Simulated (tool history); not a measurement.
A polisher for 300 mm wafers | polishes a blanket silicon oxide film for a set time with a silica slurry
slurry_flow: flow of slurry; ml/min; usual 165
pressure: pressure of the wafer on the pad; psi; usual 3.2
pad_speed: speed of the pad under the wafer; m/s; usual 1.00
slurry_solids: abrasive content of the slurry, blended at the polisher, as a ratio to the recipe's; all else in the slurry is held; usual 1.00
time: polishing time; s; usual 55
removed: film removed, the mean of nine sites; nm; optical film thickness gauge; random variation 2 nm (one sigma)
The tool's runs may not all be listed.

run     day  slurry_flow  pressure  pad_speed  slurry_solids  time  wafers since the last listed run  wafers polished on this pad  hours since the slurry nozzle was cleaned  hours since the head pressure was calibrated  hours since the slurry blender was calibrated  hours since the conditioning disc was replaced  incoming thickness of the incoming film, nm  removed
  1   0.000          165       3.2       1.00           1.00    55                                 0                          509                                      197.5                                         401.4                                          101.7                                           323.0                                       1358.5    132.5
      0.588  -- slurry blender recalibrated
  2   0.921          165       3.2       1.00           1.00    55                               147                          657                                      219.6                                         423.5                                            8.0                                           345.1                                       1352.7    143.6
      1.662  -- worn pad replaced by a new one
  3   2.338          165       3.2       1.00           1.00    55                               220                          119                                      253.6                                         457.5                                           42.0                                           379.1                                       1332.0    138.6
  4   3.354          165       3.2       1.00           1.10    55                               179                          298                                      278.0                                         481.9                                           66.4                                           403.5                                       1351.0    146.0
  5   4.771          165       3.2       0.86           0.90    55                               249                          548                                      312.0                                         515.9                                          100.4                                           437.5                                       1358.0    113.4
      5.596  -- slurry blender recalibrated
      5.983  -- worn pad replaced by a new one
  6   6.967          165       3.2       0.86           0.90    55                               343                          173                                      364.7                                         568.6                                           32.9                                           490.2                                       1379.3     95.0
  7   7.554          165       3.2       0.86           0.90    55                               103                          276                                      378.8                                         582.7                                           47.0                                           504.3                                       1358.6     94.3
      8.175  -- conditioning disc replaced and pad reconditioned
  8   8.196          165       3.2       1.00           0.75    55                                98                          375                                      394.2                                         598.1                                           62.4                                             0.5                                       1342.5     81.1
  9   9.554          165       3.2       1.00           0.75    55                               239                          614                                      426.8                                         630.7                                           95.0                                            33.1                                       1338.7     70.7
     10.112  -- head pressure recalibrated
 10  10.133          165       3.2       1.00           0.75    55                                87                          702                                      440.7                                           0.5                                          108.9                                            47.0                                       1354.9     65.4
     10.696  -- worn pad replaced by a new one
     10.725  -- slurry blender recalibrated, repeated, since the last time left the tool worse
 11  11.321          165       3.8       1.00           1.00    55                               174                          104                                      469.2                                          29.0                                           14.3                                            75.5                                       1361.4    168.9
     12.254  -- slurry nozzle cleaned
 12  12.517          200       3.2       1.00           1.00    55                               203                          308                                        6.3                                          57.7                                           43.0                                           104.2                                       1327.3    144.8
 13  13.438          210       3.2       1.00           1.00    64                               162                          470                                       28.4                                          79.8                                           65.1                                           126.3                                       1337.8    167.6
     14.554  -- worn pad replaced by a new one
 14  14.575          165       3.2       1.00           1.00    55                               171                            3                                       55.7                                         107.1                                           92.4                                           153.6                                       1347.0    135.4
 15  15.108          165       3.2       1.00           1.00    55                                94                           97                                       68.5                                         119.9                                          105.2                                           166.4                                       1372.8    132.9

The next listed run, before its measurement:
     15.854  -- slurry blender recalibrated
 16  16.600          165       2.2       1.00           1.00    55                               248                          346                                      104.3                                         155.7                                           17.9                                           202.2                                       1375.5        ?

Run 16 gave removed 100.3 nm.
Without the tool's hidden state the same run would have given removed 101.1 nm.

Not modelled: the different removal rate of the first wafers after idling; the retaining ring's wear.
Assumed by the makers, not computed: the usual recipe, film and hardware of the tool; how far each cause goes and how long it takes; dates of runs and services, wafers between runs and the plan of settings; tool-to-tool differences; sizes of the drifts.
